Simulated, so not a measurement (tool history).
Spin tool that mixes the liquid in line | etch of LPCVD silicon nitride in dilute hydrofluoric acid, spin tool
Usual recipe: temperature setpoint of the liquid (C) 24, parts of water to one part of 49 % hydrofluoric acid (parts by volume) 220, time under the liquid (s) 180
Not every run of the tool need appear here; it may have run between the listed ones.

run,hour,temperature setpoint of the liquid (C),parts of water to one part of 49 % hydrofluoric acid (parts by volume),time under the liquid (s),wafers since the last listed run,hours since the thermometer was replaced,hours since the hydrofluoric acid flow meter was replaced,hours since the gauge calibration,"read-back film thickness of the LPCVD silicon nitride reference wafer, read on the same gauge (nm)",thickness taken off the LPCVD silicon nitride on a monitor wafer (Å)
1,0,26,220,180,0,981.3,1351.6,240.2,79.985,4.79
2,8.4,26,220,180,73,989.7,1360,248.6,79.986,5.17
3,23.7,26,220,180,133,1005,1375.3,263.9,80.006,4.67
4,33.3,24,220,180,84,1014.6,1384.9,273.5,80.008,3.91
5,46.6,24,220,180,116,1027.9,1398.2,286.8,80.009,4.39
6,53.5,24,220,180,60,1034.8,1405.1,293.7,80.019,4.31
7,70.8,24,220,180,151,1052.1,1422.4,311,79.999,4.33
8,79.5,24,220,180,76,1060.8,1431.1,319.7,80.013,4.41
9,96.4,24,220,180,148,1077.7,1448,336.6,80.012,4.14
10,113.4,22,285,180,148,1094.7,1465,353.6,80.01,2.93
11,129.5,22,285,180,141,1110.8,1481.1,369.7,79.999,2.96
12,141.9,24,220,180,108,1123.2,1493.5,382.1,80.004,4.45
13,159,24,220,180,149,1140.3,1510.6,399.2,80.008,4.13
14,170.8,24,220,180,103,1152.1,1522.4,411,79.995,4.62
15,183.4,24,220,180,110,1164.7,1535,423.6,80.01,4.05
# hour 185.5: thermometer replaced
16,198.4,20,220,180,122,12.9,1550,438.6,80.013,3.07
# hour 202.1: hydrofluoric acid flow meter replaced
17,210.1,20,290,220,93,24.6,8,450.3,80.007,3.17
# hour 226.3: gauge calibrated
18,248.5,22,115,135,336,63,46.4,22.2,79.989,5.06
19,261.9,24,220,180,117,76.4,59.8,35.6,79.989,4.59
20,275.2,24,280,75,116,89.7,73.1,48.9,80.018,1.39
21,283.9,26.5,250,225,76,98.4,81.8,57.6,80.003,5.8
22,292.6,19.5,150,245,76,107.1,90.5,66.3,79.994,7.03
23,302.2,28.5,220,130,84,116.7,100.1,75.9,80.006,4.07
24,316.3,28,275,125,123,130.8,114.2,90,80.027,3.05
25,330.4,24,300,75,123,144.9,128.3,104.1,79.993,1.34
26,346.5,20,170,270,141,161,144.4,120.2,79.98,5.98
27,355.7,24,220,180,80,170.2,153.6,129.4,79.984,4.68
28,371.7,21.5,130,120,140,186.2,169.6,145.4,80.002,3.85
29,377.8,22.5,265,90,53,192.3,175.7,151.5,80.009,1.72
30,391.4,24,280,180,119,205.9,189.3,165.1,79.995,3.36
31,399.2,24,220,125,68,213.7,197.1,172.9,80.003,3.12
32,406,28,120,105,59,220.5,203.9,179.7,80.005,6.01
33,420.7,24,280,180,128,235.2,218.6,194.4,80.018,3.43
34,428.4,24,220,135,67,242.9,226.3,202.1,80,3.47

Predict each of these 3 candidate next runs independently; none follows another, all start after run 34:
A,428.9,24,220,180,4,243.4,226.8,202.6,?,?
B,428.9,22.5,160,285,4,243.4,226.8,202.6,?,?
C,428.9,22,280,105,4,243.4,226.8,202.6,?,?

run,"read-back film thickness of the LPCVD silicon nitride reference wafer, read on the same gauge (nm)",thickness taken off the LPCVD silicon nitride on a monitor wafer (Å)
A,79.983,4.37
B,79.983,8.6
C,79.983,1.77
Without the tool's hidden state the same runs would have given:
run,thickness taken off the LPCVD silicon nitride on a monitor wafer (Å)
A,4.37
B,8.6
C,1.77

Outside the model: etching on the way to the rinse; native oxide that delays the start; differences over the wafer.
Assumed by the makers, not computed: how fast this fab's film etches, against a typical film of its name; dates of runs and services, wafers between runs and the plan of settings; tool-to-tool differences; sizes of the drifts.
